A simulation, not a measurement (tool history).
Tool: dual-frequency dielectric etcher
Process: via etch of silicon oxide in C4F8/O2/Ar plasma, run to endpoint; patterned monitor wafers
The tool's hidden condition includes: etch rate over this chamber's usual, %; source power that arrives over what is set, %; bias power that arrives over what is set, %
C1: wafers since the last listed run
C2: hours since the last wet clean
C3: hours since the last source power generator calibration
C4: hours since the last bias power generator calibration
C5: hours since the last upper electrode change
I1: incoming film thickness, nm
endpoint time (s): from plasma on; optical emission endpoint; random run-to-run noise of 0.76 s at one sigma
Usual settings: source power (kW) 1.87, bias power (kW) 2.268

Run 1, hour 0: usual settings; C1 0; C2 470.2; C3 3421.2; C4 2485.4; C5 4397.6; I1 1149.6. Result: endpoint time (s) 224.7.
Run 2, hour 9.3: usual settings; C1 35; C2 479.5; C3 3430.5; C4 2494.7; C5 4406.9; I1 1157.4. Result: endpoint time (s) 224.9.
Run 3, hour 19.8: usual settings; C1 39; C2 490; C3 3441; C4 2505.2; C5 4417.4; I1 1147.8. Result: endpoint time (s) 223.8.
At hour 54.8: upper electrode replaced.
At hour 60.2: wet clean of the chamber.
Run 4, hour 60.7: usual settings but source power (kW) 2.21; C1 43; C2 0.5; C3 3481.9; C4 2546.1; C5 5.9; I1 1157.9. Result: endpoint time (s) 241.8.
Run 5, hour 61.1: usual settings; C1 1; C2 0.9; C3 3482.3; C4 2546.5; C5 6.3; I1 1144. Result: endpoint time (s) 248.8.
Run 6, hour 61.4: usual settings; C1 1; C2 1.2; C3 3482.6; C4 2546.8; C5 6.6; I1 1149.1. Result: endpoint time (s) 249.1.
At hour 91.6: wet clean of the chamber, repeated, since the last time left the tool worse.
Run 7, hour 92.1: usual settings; C1 25; C2 0.5; C3 3513.3; C4 2577.5; C5 37.3; I1 1162.1. Result: endpoint time (s) 234.2.
Run 8, hour 92.5: usual settings; C1 1; C2 0.9; C3 3513.7; C4 2577.9; C5 37.7; I1 1153.5. Result: endpoint time (s) 233.1.
Run 9, hour 92.9: usual settings but source power (kW) 2.12, bias power (kW) 2.126; C1 1; C2 1.3; C3 3514.1; C4 2578.3; C5 38.1; I1 1142.8. Result: endpoint time (s) 226.

Run 10 is up next; what results do you expect?
At hour 98.5: bias power generator calibrated.
Run 10, hour 99: usual settings; C1 7; C2 7.4; C3 3520.2; C4 0.5; C5 44.2; I1 1156.3. Result: endpoint time (s) ?.

endpoint time (s): 234.7
Were there no unlogged condition in the tool, this run, its random variation unchanged, would have produced endpoint time (s) 234.6.

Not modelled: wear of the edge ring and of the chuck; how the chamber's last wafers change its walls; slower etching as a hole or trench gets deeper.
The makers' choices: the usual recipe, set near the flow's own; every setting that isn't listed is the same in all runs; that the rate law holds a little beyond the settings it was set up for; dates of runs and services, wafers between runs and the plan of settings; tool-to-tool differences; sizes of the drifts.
